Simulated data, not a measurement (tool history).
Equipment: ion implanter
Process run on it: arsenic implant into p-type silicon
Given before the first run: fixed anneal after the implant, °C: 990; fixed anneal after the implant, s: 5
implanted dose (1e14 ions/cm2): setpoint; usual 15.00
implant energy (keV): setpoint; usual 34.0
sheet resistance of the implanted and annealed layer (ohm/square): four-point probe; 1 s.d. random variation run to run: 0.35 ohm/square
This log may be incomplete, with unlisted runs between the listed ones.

run	hour	implanted dose (1e14 ions/cm2)	implant energy (keV)	wafers since the last listed run	hours since the last dose calibration	hours since the extraction supply was calibrated	hours since the gauge calibration	read-back reference wafer on the same gauge, sheet resistance	sheet resistance of the implanted and annealed layer (ohm/square)
1	0.0	15.00	40.0	0	382.0	5660.9	755.7	100.85	100.64
2	21.2	12.65	37.0	532	403.2	5682.1	776.9	100.95	111.23
3	41.9	12.65	37.0	519	423.9	5702.8	797.6	101.01	111.03
4	76.3	12.65	37.0	863	458.3	5737.2	832.0	100.92	111.22
5	90.7	11.88	34.0	361	472.7	5751.6	846.4	100.95	118.55
6	120.9	15.00	34.0	758	502.9	5781.8	876.6	100.94	108.62
7	149.2	15.00	34.0	710	531.2	5810.1	904.9	100.97	107.85
8	166.4	15.00	34.0	431	548.4	5827.3	922.1	100.93	107.41
9	183.2	15.00	34.0	421	565.2	5844.1	938.9	101.05	108.15
10	203.1	15.00	34.0	499	585.1	5864.0	958.8	101.10	107.47
11	236.5	15.00	34.0	838	618.5	5897.4	992.2	101.15	108.49
12	272.1	15.00	34.0	894	654.1	5933.0	1027.8	101.11	107.89
13	292.2	15.00	34.0	504	674.2	5953.1	1047.9	100.88	108.35
14	322.1	15.00	34.0	750	704.1	5983.0	1077.8	101.12	108.16
15	363.4	15.00	34.0	1037	745.4	6024.3	1119.1	100.99	108.05
16	380.4	15.00	34.0	426	762.4	6041.3	1136.1	101.02	107.42
17	404.8	15.00	34.0	612	786.8	6065.7	1160.5	101.00	107.95
18	436.4	16.49	44.5	793	818.4	6097.3	1192.1	100.92	93.83
19	450.2	15.00	34.0	346	832.2	6111.1	1205.9	101.09	107.55
# hour 463.3: gauge calibrated
20	482.3	18.08	40.5	806	864.3	6143.2	19.0	101.02	94.11
21	515.7	17.50	28.5	838	897.7	6176.6	52.4	100.99	111.80
# hour 525.8: Faraday cup replaced and dose calibrated
22	550.7	18.24	40.0	678	24.9	6211.6	87.4	100.95	93.36
23	567.6	15.00	34.0	424	41.8	6228.5	104.3	101.03	106.77
# hour 653.3: extraction supply calibrated
24	653.8	12.27	26.0	1963	128.0	0.5	190.5	101.13	128.40
25	670.7	15.00	34.0	424	144.9	17.4	207.4	101.06	107.56
26	735.7	13.54	34.0	1632	209.9	82.4	272.4	100.95	110.59
27	768.0	11.06	28.0	811	242.2	114.7	304.7	100.99	130.58
28	798.4	15.00	34.0	763	272.6	145.1	335.1	100.92	107.92
29	833.8	17.84	28.0	889	308.0	180.5	370.5	100.96	111.42
30	915.6	12.48	30.5	2054	389.8	262.3	452.3	100.96	120.58
31	950.6	11.63	45.0	878	424.8	297.3	487.3	101.06	109.12
32	986.5	11.60	45.0	901	460.7	333.2	523.2	100.97	109.31
33	1016.8	15.00	34.0	760	491.0	363.5	553.5	100.94	107.30

Branching from run 33: 4 alternative next runs. What would each branch give?
A	1017.2	15.00	34.0	10	491.4	363.9	553.9	?	?
B	1017.2	12.94	44.5	10	491.4	363.9	553.9	?	?
C	1017.2	15.00	25.0	10	491.4	363.9	553.9	?	?
D	1017.2	11.12	45.5	10	491.4	363.9	553.9	?	?

run	read-back reference wafer on the same gauge, sheet resistance	sheet resistance of the implanted and annealed layer (ohm/square)
A	100.91	107.98
B	100.91	103.68
C	100.91	123.85
D	100.91	111.71
Had the tool no hidden state, the same runs would have come out as:
run	sheet resistance of the implanted and annealed layer (ohm/square)
A	106.50
B	101.64
C	122.56
D	109.12
